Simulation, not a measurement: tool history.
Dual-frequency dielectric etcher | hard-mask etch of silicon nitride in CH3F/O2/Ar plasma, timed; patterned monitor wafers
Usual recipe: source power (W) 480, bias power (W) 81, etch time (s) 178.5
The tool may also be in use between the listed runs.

| run | hour | source power (W) | bias power (W) | etch time (s) | read-back reference wafer on the same gauge, depth_nm | mean etch depth across the wafer (angstrom) |
|---|---|---|---|---|---|---|
| 1 | 0 | 480 | 81 | 196 | 175.8 | 1639 |
| 2 | 20.8 | 480 | 94 | 178.5 | 175.7 | 1557 |
| 3 | 38.5 | 480 | 94 | 178.5 | 175.6 | 1564 |
| 4 | 73.1 | 480 | 71 | 192.5 | 176.1 | 1538 |
| 5 | 92.2 | 480 | 71 | 192.5 | 175.9 | 1530 |
| 6 | 107.2 | 430 | 81 | 178.5 | 176 | 1435 |
| 7 | 142.3 | 420 | 81 | 178.5 | 176.1 | 1445 |
| 8 | 175.9 | 420 | 81 | 178.5 | 176.1 | 1440 |
| 9 | 199.7 | 480 | 81 | 178.5 | 176 | 1500 |
|  | 200.8 | gauge calibrated |
|  | 228.8 | wet clean of the chamber |
| 10 | 229.3 | 480 | 81 | 178.5 | 172.4 | 1465 |
| 11 | 236.5 | 480 | 81 | 178.5 | 172.4 | 1451 |
| 12 | 260.5 | 480 | 81 | 178.5 | 172.9 | 1456 |
| 13 | 280.9 | 380 | 73 | 178.5 | 172.8 | 1308 |
| 14 | 315.1 | 480 | 71 | 192.5 | 173.4 | 1523 |
| 15 | 334.1 | 590 | 81 | 178.5 | 173.7 | 1550 |
| 16 | 351.6 | 520 | 65 | 134.5 | 173.9 | 1064 |
| 17 | 368.4 | 480 | 81 | 130.5 | 174 | 1082 |
| 18 | 381.4 | 380 | 81 | 178.5 | 174.3 | 1380 |
|  | 430.4 | bias power generator calibrated |
|  | 451.3 | source power generator calibrated |
|  | 461.8 | upper electrode replaced |
| 19 | 462.3 | 480 | 81 | 178.5 | 174.7 | 1476 |
| 20 | 462.7 | 400 | 87 | 178.5 | 174.7 | 1428 |
| 21 | 475.3 | 570 | 86 | 178.5 | 174.6 | 1585 |
| 22 | 498.3 | 480 | 81 | 155 | 175 | 1283 |
| 23 | 522.6 | 480 | 81 | 178.5 | 174.7 | 1486 |
| 24 | 556.3 | 480 | 81 | 228.5 | 175 | 1908 |
| 25 | 577.5 | 480 | 81 | 178.5 | 175.1 | 1474 |

Branching from run 25: 3 alternative next runs. What would each branch give?
| A | 578 | 480 | 81 | 178.5 | ? | ? |
| B | 578 | 530 | 91 | 207 | ? | ? |
| C | 578 | 580 | 81 | 139.5 | ? | ? |

| run | read-back reference wafer on the same gauge, depth_nm | mean etch depth across the wafer (angstrom) |
|---|---|---|
| A | 175.1 | 1489 |
| B | 175.1 | 1852 |
| C | 175.1 | 1238 |
Stripped of hidden state, with their random variation kept, the same runs would have yielded:
| run | mean etch depth across the wafer (angstrom) |
|---|---|
| A | 1463 |
| B | 1819 |
| C | 1216 |
